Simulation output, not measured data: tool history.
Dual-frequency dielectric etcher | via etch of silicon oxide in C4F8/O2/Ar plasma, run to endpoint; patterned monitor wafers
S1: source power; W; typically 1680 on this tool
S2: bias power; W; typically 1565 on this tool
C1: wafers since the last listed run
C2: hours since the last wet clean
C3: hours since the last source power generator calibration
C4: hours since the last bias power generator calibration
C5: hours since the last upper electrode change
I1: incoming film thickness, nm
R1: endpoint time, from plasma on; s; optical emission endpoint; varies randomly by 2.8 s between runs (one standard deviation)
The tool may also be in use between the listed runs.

Run 1, hour 0: usual settings; C1 0; C2 30.2; C3 2081.3; C4 2929.8; C5 2643.7; I1 1469.7. Result: R1 358.9 s.
Run 2, hour 29.8: usual settings but S1 1470 W, S2 1767 W; C1 114; C2 60; C3 2111.1; C4 2959.6; C5 2673.5; I1 1457.1. Result: R1 357.1 s.
Run 3, hour 44.1: usual settings but S1 1470 W, S2 1767 W; C1 54; C2 74.3; C3 2125.4; C4 2973.9; C5 2687.8; I1 1456.5. Result: R1 351 s.
Run 4, hour 64.2: usual settings; C1 77; C2 94.4; C3 2145.5; C4 2994; C5 2707.9; I1 1472.2. Result: R1 356.1 s.
Run 5, hour 85: usual settings; C1 79; C2 115.2; C3 2166.3; C4 3014.8; C5 2728.7; I1 1476.4. Result: R1 351.8 s.
Run 6, hour 99.6: usual settings; C1 56; C2 129.8; C3 2180.9; C4 3029.4; C5 2743.3; I1 1455.4. Result: R1 347.8 s.
Run 7, hour 127.4: usual settings; C1 106; C2 157.6; C3 2208.7; C4 3057.2; C5 2771.1; I1 1466.6. Result: R1 350.3 s.
Run 8, hour 160: usual settings; C1 125; C2 190.2; C3 2241.3; C4 3089.8; C5 2803.7; I1 1468.3. Result: R1 351.9 s.
At hour 172: source power generator calibrated.
Run 9, hour 189.3: usual settings; C1 97; C2 219.5; C3 17.3; C4 3119.1; C5 2833; I1 1463. Result: R1 351.3 s.
Run 10, hour 219.4: usual settings but S2 1755 W; C1 115; C2 249.6; C3 47.4; C4 3149.2; C5 2863.1; I1 1459.5. Result: R1 330.7 s.
Run 11, hour 249.6: usual settings but S1 2000 W, S2 1841 W; C1 115; C2 279.8; C3 77.6; C4 3179.4; C5 2893.3; I1 1465.1. Result: R1 315.1 s.
Run 12, hour 267.1: usual settings but S1 2000 W, S2 1841 W; C1 67; C2 297.3; C3 95.1; C4 3196.9; C5 2910.8; I1 1467.6. Result: R1 311.1 s.
Run 13, hour 295.8: usual settings but S2 1764 W; C1 110; C2 326; C3 123.8; C4 3225.6; C5 2939.5; I1 1472. Result: R1 340.7 s.
Run 14, hour 327.2: usual settings but S2 1858 W; C1 120; C2 357.4; C3 155.2; C4 3257; C5 2970.9; I1 1466.5. Result: R1 323.4 s.
Run 15, hour 345.9: usual settings but S1 1470 W, S2 1309 W; C1 71; C2 376.1; C3 173.9; C4 3275.7; C5 2989.6; I1 1458.6. Result: R1 375.4 s.
Run 16, hour 359.6: usual settings but S1 1790 W; C1 52; C2 389.8; C3 187.6; C4 3289.4; C5 3003.3; I1 1453.9. Result: R1 329.7 s.
Run 17, hour 376.9: usual settings; C1 66; C2 407.1; C3 204.9; C4 3306.7; C5 3020.6; I1 1458.8. Result: R1 339.1 s.
Run 18, hour 412.3: usual settings but S1 1890 W, S2 1276 W; C1 135; C2 442.5; C3 240.3; C4 3342.1; C5 3056; I1 1466.6. Result: R1 355.9 s.
Run 19, hour 439.1: usual settings but S1 1910 W, S2 1309 W; C1 102; C2 469.3; C3 267.1; C4 3368.9; C5 3082.8; I1 1464.5. Result: R1 347.9 s.
At hour 533.3: wet clean of the chamber.
Run 20, hour 536.7: usual settings but S1 1310 W, S2 1335 W; C1 282; C2 3.4; C3 364.7; C4 3466.5; C5 3180.4; I1 1471.9. Result: R1 408.4 s.
Run 21, hour 565: usual settings but S1 1940 W, S2 1791 W; C1 108; C2 31.7; C3 393; C4 3494.8; C5 3208.7; I1 1445. Result: R1 322.5 s.
Run 22, hour 585.8: usual settings but S1 1420 W, S2 1242 W; C1 79; C2 52.5; C3 413.8; C4 3515.6; C5 3229.5; I1 1464.2. Result: R1 401.6 s.
Run 23, hour 608.9: usual settings but S2 1901 W; C1 88; C2 75.6; C3 436.9; C4 3538.7; C5 3252.6; I1 1472.9. Result: R1 337 s.
At hour 635.8: upper electrode replaced.
Run 24, hour 636.3: usual settings but S1 1440 W, S2 1769 W; C1 13; C2 103; C3 464.3; C4 3566.1; C5 0.5; I1 1474.2. Result: R1 357.2 s.
Run 25, hour 647.6: usual settings but S1 1540 W, S2 1335 W; C1 43; C2 114.3; C3 475.6; C4 3577.4; C5 11.8; I1 1475.3. Result: R1 384.2 s.
At hour 658.6: bias power generator calibrated.
Run 26, hour 711.6: usual settings; C1 230; C2 178.3; C3 539.6; C4 53; C5 75.8; I1 1470.1. Result: R1 351.5 s.
Run 27, hour 743.9: usual settings but S1 1500 W, S2 1199 W; C1 123; C2 210.6; C3 571.9; C4 85.3; C5 108.1; I1 1464.2. Result: R1 396.9 s.
Run 28, hour 776.7: usual settings but S1 1820 W, S2 1268 W; C1 125; C2 243.4; C3 604.7; C4 118.1; C5 140.9; I1 1468.9. Result: R1 370.6 s.
Run 29, hour 796.7: usual settings; C1 76; C2 263.4; C3 624.7; C4 138.1; C5 160.9; I1 1467. Result: R1 352.2 s.
Run 30, hour 818.4: usual settings but S1 1380 W, S2 1939 W; C1 83; C2 285.1; C3 646.4; C4 159.8; C5 182.6; I1 1460.9. Result: R1 347.3 s.
Run 31, hour 887.2: usual settings but S1 1990 W, S2 1437 W; C1 263; C2 353.9; C3 715.2; C4 228.6; C5 251.4; I1 1476.4. Result: R1 343.5 s.
Run 32, hour 903.4: usual settings but S1 2020 W, S2 1894 W; C1 62; C2 370.1; C3 731.4; C4 244.8; C5 267.6; I1 1466.9. Result: R1 308.5 s.
Run 33, hour 936.6: usual settings but S1 1900 W, S2 1435 W; C1 127; C2 403.3; C3 764.6; C4 278; C5 300.8; I1 1470.8. Result: R1 348.4 s.
Run 34, hour 968.1: usual settings but S1 2000 W, S2 1841 W; C1 120; C2 434.8; C3 796.1; C4 309.5; C5 332.3; I1 1474.7. Result: R1 312.7 s.
Run 35, hour 995.7: usual settings but S1 2000 W, S2 1841 W; C1 105; C2 462.4; C3 823.7; C4 337.1; C5 359.9; I1 1464.3. Result: R1 311.1 s.
Run 36, hour 1051.8: usual settings; C1 215; C2 518.5; C3 879.8; C4 393.2; C5 416; I1 1478.2. Result: R1 347.5 s.

Each row is a separate what-if for the run after 36, all from the same tool condition, not one after another. Results?
Run A, hour 1052.3: usual settings; C1 1; C2 519; C3 880.3; C4 393.7; C5 416.5; I1 1461.7. Result: R1 ?.
Run B, hour 1052.3: usual settings but S1 1500 W, S2 1800 W; C1 1; C2 519; C3 880.3; C4 393.7; C5 416.5; I1 1461.7. Result: R1 ?.
Run C, hour 1052.3: usual settings but S1 1450 W, S2 1883 W; C1 1; C2 519; C3 880.3; C4 393.7; C5 416.5; I1 1461.7. Result: R1 ?.

run     R1
  A    345
  B  341.1
  C  339.4
With no hidden state in the tool, these same runs would have given:
run     R1
  A  358.7
  B  354.6
  C  352.9
